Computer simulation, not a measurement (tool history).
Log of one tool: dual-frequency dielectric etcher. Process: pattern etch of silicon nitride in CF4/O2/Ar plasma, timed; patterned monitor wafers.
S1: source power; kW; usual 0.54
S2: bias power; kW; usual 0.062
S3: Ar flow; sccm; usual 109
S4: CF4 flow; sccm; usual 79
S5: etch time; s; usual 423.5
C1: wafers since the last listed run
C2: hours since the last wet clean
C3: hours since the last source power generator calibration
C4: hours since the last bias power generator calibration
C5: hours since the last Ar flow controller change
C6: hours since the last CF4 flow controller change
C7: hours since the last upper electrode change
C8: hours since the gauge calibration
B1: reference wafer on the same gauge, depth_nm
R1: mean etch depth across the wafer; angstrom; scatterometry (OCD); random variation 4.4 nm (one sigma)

Run 1, day 0: usual settings but S4 67 sccm; C1 0; C2 9.4; C3 2688.9; C4 1768.3; C5 2922.3; C6 6549.5; C7 4784.5; C8 406.1; B1 1042. Result: R1 9055 angstrom.
At day 0.283: gauge calibrated.
At day 0.562: CF4 flow controller replaced.
At day 1.138: upper electrode replaced.
Run 2, day 1.158: usual settings but S5 332.5 s; C1 18; C2 37.2; C3 2716.7; C4 1796.1; C5 2950.1; C6 14.3; C7 0.5; C8 21; B1 1041.8. Result: R1 7217 angstrom.
Run 3, day 1.367: usual settings; C1 11; C2 42.2; C3 2721.7; C4 1801.1; C5 2955.1; C6 19.3; C7 5.5; C8 26; B1 1042.7. Result: R1 9200 angstrom.
At day 1.821: Ar flow controller replaced.
Run 4, day 2.104: usual settings; C1 27; C2 59.9; C3 2739.4; C4 1818.8; C5 6.8; C6 37; C7 23.2; C8 43.7; B1 1039.4. Result: R1 9139 angstrom.
At day 2.983: source power generator calibrated.
Run 5, day 3.004: usual settings but S1 0.5 kW; C1 41; C2 81.5; C3 0.5; C4 1840.4; C5 28.4; C6 58.6; C7 44.8; C8 65.3; B1 1043. Result: R1 8769 angstrom.
Run 6, day 3.162: usual settings but S1 0.5 kW; C1 8; C2 85.3; C3 4.3; C4 1844.2; C5 32.2; C6 62.4; C7 48.6; C8 69.1; B1 1041.5. Result: R1 8736 angstrom.
Run 7, day 3.458: usual settings but S1 0.63 kW, S3 88 sccm, S5 468.5 s; C1 16; C2 92.4; C3 11.4; C4 1851.3; C5 39.3; C6 69.5; C7 55.7; C8 76.2; B1 1042.3. Result: R1 11570 angstrom.
Run 8, day 4.012: usual settings; C1 31; C2 105.7; C3 24.7; C4 1864.6; C5 52.6; C6 82.8; C7 69; C8 89.5; B1 1043.6. Result: R1 9216 angstrom.
Run 9, day 4.508: usual settings but S3 123 sccm; C1 28; C2 117.6; C3 36.6; C4 1876.5; C5 64.5; C6 94.7; C7 80.9; C8 101.4; B1 1043.6. Result: R1 8997 angstrom.
Run 10, day 5.033: usual settings but S1 0.61 kW, S5 366.5 s; C1 29; C2 130.2; C3 49.2; C4 1889.1; C5 77.1; C6 107.3; C7 93.5; C8 114; B1 1040.7. Result: R1 8682 angstrom.
Run 11, day 5.467: usual settings but S3 132 sccm, S5 312.5 s; C1 24; C2 140.6; C3 59.6; C4 1899.5; C5 87.5; C6 117.7; C7 103.9; C8 124.4; B1 1039.3. Result: R1 6676 angstrom.
At day 6.083: bias power generator calibrated.
Run 12, day 6.104: usual settings but S3 91 sccm, S5 542 s; C1 26; C2 155.9; C3 74.9; C4 0.5; C5 102.8; C6 133; C7 119.2; C8 139.7; B1 1043.5. Result: R1 12066 angstrom.
Run 13, day 6.321: usual settings but S1 0.63 kW, S3 118 sccm, S4 68 sccm; C1 12; C2 161.1; C3 80.1; C4 5.7; C5 108; C6 138.2; C7 124.4; C8 144.9; B1 1043.2. Result: R1 9911 angstrom.
Run 14, day 6.696: usual settings but S1 0.5 kW; C1 21; C2 170.1; C3 89.1; C4 14.7; C5 117; C6 147.2; C7 133.4; C8 153.9; B1 1040.7. Result: R1 8707 angstrom.
Run 15, day 7.042: usual settings but S1 0.43 kW, S2 0.066 kW, S3 92 sccm, S4 94 sccm; C1 19; C2 178.4; C3 97.4; C4 23; C5 125.3; C6 155.5; C7 141.7; C8 162.2; B1 1041. Result: R1 8500 angstrom.
Run 16, day 7.438: usual settings but S1 0.65 kW, S3 130 sccm, S5 379.5 s; C1 22; C2 187.9; C3 106.9; C4 32.5; C5 134.8; C6 165; C7 151.2; C8 171.7; B1 1043.3. Result: R1 9209 angstrom.
Run 17, day 7.817: usual settings; C1 21; C2 197; C3 116; C4 41.6; C5 143.9; C6 174.1; C7 160.3; C8 180.8; B1 1041.9. Result: R1 9215 angstrom.
Run 18, day 8.275: usual settings but S2 0.073 kW, S4 97 sccm; C1 26; C2 208; C3 127; C4 52.6; C5 154.9; C6 185.1; C7 171.3; C8 191.8; B1 1042.9. Result: R1 10260 angstrom.
Run 19, day 8.858: usual settings but S3 89 sccm; C1 33; C2 222; C3 141; C4 66.6; C5 168.9; C6 199.1; C7 185.3; C8 205.8; B1 1043. Result: R1 9541 angstrom.
Run 20, day 9.275: usual settings; C1 23; C2 232; C3 151; C4 76.6; C5 178.9; C6 209.1; C7 195.3; C8 215.8; B1 1041.7. Result: R1 9239 angstrom.
Run 21, day 9.583: usual settings but S5 516.5 s; C1 17; C2 239.4; C3 158.4; C4 84; C5 186.3; C6 216.5; C7 202.7; C8 223.2; B1 1041.8. Result: R1 11172 angstrom.

Forecast each of these 4 alternatives for the next run:
Run A, day 9.604: usual settings; C1 1; C2 239.9; C3 158.9; C4 84.5; C5 186.8; C6 217; C7 203.2; C8 223.7; B1 ?. Result: R1 ?.
Run B, day 9.604: usual settings but S4 94 sccm; C1 1; C2 239.9; C3 158.9; C4 84.5; C5 186.8; C6 217; C7 203.2; C8 223.7; B1 ?. Result: R1 ?.
Run C, day 9.604: usual settings but S1 0.42 kW, S2 0.05 kW, S3 127 sccm, S4 90 sccm; C1 1; C2 239.9; C3 158.9; C4 84.5; C5 186.8; C6 217; C7 203.2; C8 223.7; B1 ?. Result: R1 ?.
Run D, day 9.604: usual settings but S2 0.054 kW; C1 1; C2 239.9; C3 158.9; C4 84.5; C5 186.8; C6 217; C7 203.2; C8 223.7; B1 ?. Result: R1 ?.

run      B1    R1
  A  1039.9  9151
  B  1039.9  9366
  C  1039.9  6899
  D  1039.9  8498
Without the tool's hidden state the same runs would have given:
run    R1
  A  9151
  B  9366
  C  6899
  D  8498
